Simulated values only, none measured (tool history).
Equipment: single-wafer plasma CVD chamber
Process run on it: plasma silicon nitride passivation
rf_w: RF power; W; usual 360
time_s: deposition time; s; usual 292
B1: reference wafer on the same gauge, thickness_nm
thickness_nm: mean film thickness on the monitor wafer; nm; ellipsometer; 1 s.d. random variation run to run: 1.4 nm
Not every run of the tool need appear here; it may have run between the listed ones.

{"run": 1, "hour": 0.0, "rf_w": 360, "time_s": 292, "B1": 302.216, "thickness_nm": 356.382}
{"run": 2, "hour": 39.8, "rf_w": 360, "time_s": 292, "B1": 301.771, "thickness_nm": 353.021}
{"run": 3, "hour": 72.3, "rf_w": 360, "time_s": 292, "B1": 301.864, "thickness_nm": 353.269}
{"run": 4, "hour": 136.4, "rf_w": 400, "time_s": 279, "B1": 302.048, "thickness_nm": 351.283}
{"hour": 174.9, "done": "RF generator calibrated"}
{"run": 5, "hour": 199.8, "rf_w": 400, "time_s": 279, "B1": 302.526, "thickness_nm": 355.901}
{"run": 6, "hour": 270.7, "rf_w": 400, "time_s": 279, "B1": 301.657, "thickness_nm": 355.468}
{"run": 7, "hour": 327.2, "rf_w": 360, "time_s": 292, "B1": 302.235, "thickness_nm": 359.619}
{"run": 8, "hour": 364.4, "rf_w": 360, "time_s": 292, "B1": 301.777, "thickness_nm": 359.38}
{"run": 9, "hour": 394.8, "rf_w": 335, "time_s": 292, "B1": 301.764, "thickness_nm": 347.14}
{"run": 10, "hour": 429.5, "rf_w": 335, "time_s": 292, "B1": 301.939, "thickness_nm": 350.321}
{"run": 11, "hour": 512.7, "rf_w": 335, "time_s": 292, "B1": 302.134, "thickness_nm": 346.032}
{"run": 12, "hour": 577.3, "rf_w": 360, "time_s": 292, "B1": 301.572, "thickness_nm": 355.713}
{"run": 13, "hour": 604.6, "rf_w": 360, "time_s": 292, "B1": 302.477, "thickness_nm": 356.277}
{"run": 14, "hour": 656.4, "rf_w": 360, "time_s": 292, "B1": 302.135, "thickness_nm": 355.689}
{"hour": 703.9, "done": "gauge calibrated"}
{"run": 15, "hour": 714.7, "rf_w": 415, "time_s": 292, "B1": 301.782, "thickness_nm": 374.062}
{"run": 16, "hour": 777.8, "rf_w": 360, "time_s": 292, "B1": 301.556, "thickness_nm": 355.053}
{"run": 17, "hour": 847.4, "rf_w": 360, "time_s": 292, "B1": 301.519, "thickness_nm": 355.872}
{"run": 18, "hour": 918.4, "rf_w": 360, "time_s": 292, "B1": 302.305, "thickness_nm": 354.297}
{"run": 19, "hour": 964.4, "rf_w": 360, "time_s": 292, "B1": 302.211, "thickness_nm": 354.033}
{"run": 20, "hour": 1022.6, "rf_w": 360, "time_s": 292, "B1": 301.664, "thickness_nm": 354.589}
{"run": 21, "hour": 1087.9, "rf_w": 360, "time_s": 318, "B1": 301.83, "thickness_nm": 385.113}
{"run": 22, "hour": 1125.1, "rf_w": 320, "time_s": 336, "B1": 302.049, "thickness_nm": 393.362}
{"run": 23, "hour": 1190.8, "rf_w": 420, "time_s": 274, "B1": 301.916, "thickness_nm": 351.394}
{"run": 24, "hour": 1250.9, "rf_w": 405, "time_s": 324, "B1": 301.956, "thickness_nm": 408.99}
{"run": 25, "hour": 1302.7, "rf_w": 315, "time_s": 234, "B1": 301.834, "thickness_nm": 269.562}
{"run": 26, "hour": 1353.5, "rf_w": 400, "time_s": 292, "B1": 301.591, "thickness_nm": 370.196}
{"hour": 1377.1, "done": "RF generator calibrated"}
{"run": 27, "hour": 1424.5, "rf_w": 340, "time_s": 292, "B1": 302.109, "thickness_nm": 341.855}
{"hour": 1580.4, "done": "showerhead replaced"}
{"run": 28, "hour": 1592.6, "rf_w": 335, "time_s": 292, "B1": 302.2, "thickness_nm": 340.763}
{"run": 29, "hour": 1638.7, "rf_w": 360, "time_s": 292, "B1": 301.97, "thickness_nm": 348.25}
{"run": 30, "hour": 1679.3, "rf_w": 315, "time_s": 292, "B1": 301.868, "thickness_nm": 332.685}
{"run": 31, "hour": 1726.1, "rf_w": 310, "time_s": 307, "B1": 301.433, "thickness_nm": 344.412}
{"run": 32, "hour": 1845.8, "rf_w": 390, "time_s": 292, "B1": 302.133, "thickness_nm": 356.569}
{"run": 33, "hour": 1885.0, "rf_w": 360, "time_s": 292, "B1": 301.818, "thickness_nm": 347.445}
{"hour": 1955.6, "done": "RF generator calibrated, repeated, since the last time left the tool worse"}
{"run": 34, "hour": 1972.0, "rf_w": 360, "time_s": 235, "B1": 302.011, "thickness_nm": 288.273}
{"run": 35, "hour": 1997.7, "rf_w": 360, "time_s": 292, "B1": 301.916, "thickness_nm": 361.859}
{"run": 36, "hour": 2045.9, "rf_w": 380, "time_s": 292, "B1": 302.063, "thickness_nm": 365.351}
{"run": 37, "hour": 2100.9, "rf_w": 390, "time_s": 240, "B1": 301.952, "thickness_nm": 302.911}
{"run": 38, "hour": 2172.1, "rf_w": 300, "time_s": 292, "B1": 302, "thickness_nm": 333.852}
{"run": 39, "hour": 2225.2, "rf_w": 360, "time_s": 334, "B1": 301.913, "thickness_nm": 409.468}
{"hour": 2242.2, "done": "gauge calibrated"}
{"run": 40, "hour": 2283.7, "rf_w": 305, "time_s": 250, "B1": 301.864, "thickness_nm": 288.234}
{"run": 41, "hour": 2328.2, "rf_w": 410, "time_s": 256, "B1": 302.246, "thickness_nm": 328.116}
{"run": 42, "hour": 2380.3, "rf_w": 420, "time_s": 335, "B1": 301.722, "thickness_nm": 432.582}

Pick out some run-to-run changes in thickness_nm. Of each, how much would a tool without hidden state show as well, from the settings, what came in and chance, and how much is left for the hidden state and any gauge scatter not in both results compared?
The tool's hidden condition here consists of: delivered RF power above the setpoint (%); gauge reads high (%).
Run 4 -> 5: RF generator calibrated. thickness_nm +4.618 nm: hidden state +5.57, all else -0.952.
Run 24 -> 25: rf_w 405 -> 315, time_s 324 -> 234. thickness_nm -139.428 nm: hidden state +1.978, all else -141.406.
Run 26 -> 27: rf_w 400 -> 340, RF generator calibrated. thickness_nm -28.341 nm: hidden state -5.055, all else -23.286.
Run 33 -> 34: time_s 292 -> 235, RF generator calibrated, repeated, since the last time left the tool worse. thickness_nm -59.172 nm: hidden state +13.897, all else -73.069.
Run 39 -> 40: rf_w 360 -> 305, time_s 334 -> 250, gauge calibrated. thickness_nm -121.234 nm: hidden state +0.555, all else -121.789.
Run 41 -> 42: rf_w 410 -> 420, time_s 256 -> 335. thickness_nm +104.466 nm: hidden state -1.225, all else +105.691.

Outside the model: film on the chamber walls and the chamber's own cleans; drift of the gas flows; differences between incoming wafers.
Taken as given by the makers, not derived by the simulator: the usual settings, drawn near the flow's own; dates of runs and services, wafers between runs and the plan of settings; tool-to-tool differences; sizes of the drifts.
